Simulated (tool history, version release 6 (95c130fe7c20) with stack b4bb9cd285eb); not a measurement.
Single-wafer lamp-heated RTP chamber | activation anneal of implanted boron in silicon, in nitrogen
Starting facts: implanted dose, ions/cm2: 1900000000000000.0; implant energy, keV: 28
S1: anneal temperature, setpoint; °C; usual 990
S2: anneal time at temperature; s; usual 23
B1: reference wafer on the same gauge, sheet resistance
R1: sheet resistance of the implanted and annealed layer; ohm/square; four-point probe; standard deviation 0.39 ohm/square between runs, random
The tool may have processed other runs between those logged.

run 1 day=0 | S1=990 S2=30 | B1=63 | R1=71.32
run 2 day=2.567 | S1=990 S2=30 | B1=63.11 | R1=70.27
run 3 day=5.104 | S1=990 S2=30 | B1=63.17 | R1=70.67
run 4 day=6.562 | S1=990 S2=23 | B1=63.22 | R1=71.86
run 5 day=9.017 | S1=990 S2=23 | B1=63.36 | R1=72.88
-- day=9.354 reflector plate cleaned
-- day=11.367 pyrometer window cleaned and pyrometer calibrated
run 6 day=11.85 | S1=990 S2=23 | B1=63.27 | R1=72.71
run 7 day=13.392 | S1=990 S2=23 | B1=63.34 | R1=73.47
run 8 day=16.1 | S1=990 S2=23 | B1=63.59 | R1=72.16
run 9 day=19.067 | S1=990 S2=23 | B1=63.61 | R1=72.78
run 10 day=21.662 | S1=990 S2=23 | B1=63.66 | R1=72.9
run 11 day=23.112 | S1=990 S2=23 | B1=63.66 | R1=72.23
run 12 day=25.883 | S1=990 S2=23 | B1=63.8 | R1=73.36
run 13 day=28.504 | S1=990 S2=23 | B1=63.96 | R1=72.48
run 14 day=30.808 | S1=990 S2=23 | B1=63.94 | R1=73.55
run 15 day=32.721 | S1=990 S2=23 | B1=64.06 | R1=72.94
run 16 day=34.338 | S1=990 S2=23 | B1=64.11 | R1=73.54
-- day=35.446 reflector plate cleaned
-- day=36.562 pyrometer window cleaned and pyrometer calibrated
run 17 day=36.792 | S1=1013 S2=17 | B1=64.29 | R1=68.19
run 18 day=37.846 | S1=990 S2=23 | B1=64.15 | R1=73.37
run 19 day=39.912 | S1=972 S2=23 | B1=64.26 | R1=82.45
run 20 day=42.858 | S1=969 S2=36 | B1=64.38 | R1=80.99
run 21 day=45.104 | S1=967 S2=18 | B1=64.38 | R1=88.84
run 22 day=46.683 | S1=961 S2=10 | B1=64.49 | R1=102.98
run 23 day=49.329 | S1=990 S2=23 | B1=64.57 | R1=73.75
run 24 day=57.162 | S1=1012 S2=23 | B1=64.83 | R1=67.96
run 25 day=58.25 | S1=1005 S2=17 | B1=64.87 | R1=70.87
run 26 day=60.267 | S1=990 S2=30 | B1=64.91 | R1=72.27
-- day=61.404 reflector plate cleaned
run 27 day=62.45 | S1=1012 S2=29 | B1=65.05 | R1=67.71
run 28 day=63.796 | S1=1012 S2=10 | B1=64.99 | R1=70.45
-- day=65.012 gauge calibrated
run 29 day=65.433 | S1=990 S2=23 | B1=62.88 | R1=71.79
run 30 day=66.925 | S1=1016 S2=23 | B1=62.91 | R1=65.51
run 31 day=68.333 | S1=969 S2=29 | B1=63.06 | R1=81.36
-- day=68.808 pyrometer window cleaned and pyrometer calibrated
run 32 day=70.225 | S1=990 S2=23 | B1=63.08 | R1=71.69
run 33 day=72.488 | S1=990 S2=23 | B1=63.1 | R1=71.97
run 34 day=75.454 | S1=962 S2=32 | B1=63.16 | R1=84.81
run 35 day=78.329 | S1=990 S2=29 | B1=63.36 | R1=72.07
run 36 day=82.579 | S1=1012 S2=23 | B1=63.55 | R1=66.61
-- day=84.612 reflector plate cleaned
run 37 day=89.696 | S1=1018 S2=9 | B1=63.73 | R1=68.48
run 38 day=91.454 | S1=1008 S2=31 | B1=63.69 | R1=66.84

Each row is a separate what-if for the run after 38, all from the same tool condition, not one after another. Results?
run A day=91.471 | S1=990 S2=23 | B1=? | R1=?
run B day=91.471 | S1=1002 S2=36 | B1=? | R1=?
run C day=91.471 | S1=974 S2=9 | B1=? | R1=?

run=A B1=63.72 R1=72.9
run=B B1=63.72 R1=67.92
run=C B1=63.72 R1=89.67
The same runs, with their run-to-run variation unchanged, on a tool lacking any hidden condition would have given:
run=A R1=72.05
run=B R1=67.13
run=C R1=88.63
